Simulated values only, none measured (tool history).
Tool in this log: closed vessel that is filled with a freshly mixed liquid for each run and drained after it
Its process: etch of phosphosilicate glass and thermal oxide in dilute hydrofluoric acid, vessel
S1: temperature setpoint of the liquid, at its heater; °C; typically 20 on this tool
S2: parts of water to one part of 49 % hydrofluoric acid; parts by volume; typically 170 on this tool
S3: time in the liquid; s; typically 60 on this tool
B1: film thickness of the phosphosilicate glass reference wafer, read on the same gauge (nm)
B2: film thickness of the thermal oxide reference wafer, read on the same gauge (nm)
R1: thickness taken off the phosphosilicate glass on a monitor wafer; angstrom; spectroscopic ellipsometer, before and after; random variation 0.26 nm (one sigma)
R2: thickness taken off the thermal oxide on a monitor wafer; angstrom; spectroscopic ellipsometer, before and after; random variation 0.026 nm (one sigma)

run 1 hour=0 | S1=20 S2=170 S3=60 | B1=79.97 B2=149.983 | R1=412.6 R2=12.02
-- hour=20.5 thermometer replaced
run 2 hour=112.5 | S1=20 S2=170 S3=60 | B1=80.03 B2=149.999 | R1=411.4 R2=11.97
run 3 hour=163.9 | S1=20 S2=170 S3=60 | B1=79.99 B2=150.016 | R1=406.6 R2=11.79
run 4 hour=225.1 | S1=20 S2=170 S3=35 | B1=80.04 B2=150.027 | R1=236.4 R2=6.84
run 5 hour=302.4 | S1=20 S2=170 S3=60 | B1=80.02 B2=149.966 | R1=405.4 R2=11.8
run 6 hour=378.4 | S1=20 S2=170 S3=60 | B1=79.98 B2=149.954 | R1=404.7 R2=12.06
run 7 hour=437.1 | S1=20 S2=170 S3=60 | B1=80 B2=150.025 | R1=407.9 R2=12.04
run 8 hour=478.5 | S1=17.5 S2=170 S3=75 | B1=80.01 B2=150.006 | R1=454.9 R2=13.32
run 9 hour=545.4 | S1=23.5 S2=205 S3=60 | B1=80 B2=149.994 | R1=368.8 R2=10.39
-- hour=588.9 gauge calibrated
run 10 hour=633.6 | S1=17.5 S2=170 S3=75 | B1=79.97 B2=149.987 | R1=453 R2=13.05
-- hour=661.1 thermometer replaced
run 11 hour=715.1 | S1=23.5 S2=145 S3=35 | B1=80.02 B2=150.002 | R1=321.3 R2=9.45
run 12 hour=786.8 | S1=20 S2=170 S3=60 | B1=80.04 B2=149.987 | R1=396.5 R2=11.89
run 13 hour=864.4 | S1=17 S2=220 S3=80 | B1=80.06 B2=149.948 | R1=348 R2=10.39
run 14 hour=942.4 | S1=17 S2=200 S3=90 | B1=80.01 B2=149.992 | R1=438.4 R2=12.58
run 15 hour=1033.4 | S1=20 S2=210 S3=60 | B1=79.98 B2=150.031 | R1=304.8 R2=9.21
run 16 hour=1077.7 | S1=18 S2=230 S3=45 | B1=80.03 B2=149.989 | R1=190.4 R2=5.54
run 17 hour=1116.8 | S1=22 S2=195 S3=90 | B1=80.01 B2=150.012 | R1=547.1 R2=15.73
-- hour=1197 thermometer replaced
-- hour=1279.4 hydrofluoric acid flow meter replaced
run 18 hour=1351.8 | S1=17 S2=225 S3=60 | B1=80.02 B2=150.008 | R1=269.8 R2=7.68
run 19 hour=1391.5 | S1=20 S2=170 S3=60 | B1=80.04 B2=150.018 | R1=427.7 R2=12.53

Predict the results of run 20:
run 20 hour=1465.8 | S1=18.5 S2=170 S3=30 | B1=? B2=? | R1=? R2=?

{"run 20": {"B1": 79.98, "B2": 149.997, "R1": 198, "R2": 5.9}}
With the hidden condition absent and the run-to-run variation left alone, this run would have shown R1 200.5 angstrom, R2 5.97 angstrom.

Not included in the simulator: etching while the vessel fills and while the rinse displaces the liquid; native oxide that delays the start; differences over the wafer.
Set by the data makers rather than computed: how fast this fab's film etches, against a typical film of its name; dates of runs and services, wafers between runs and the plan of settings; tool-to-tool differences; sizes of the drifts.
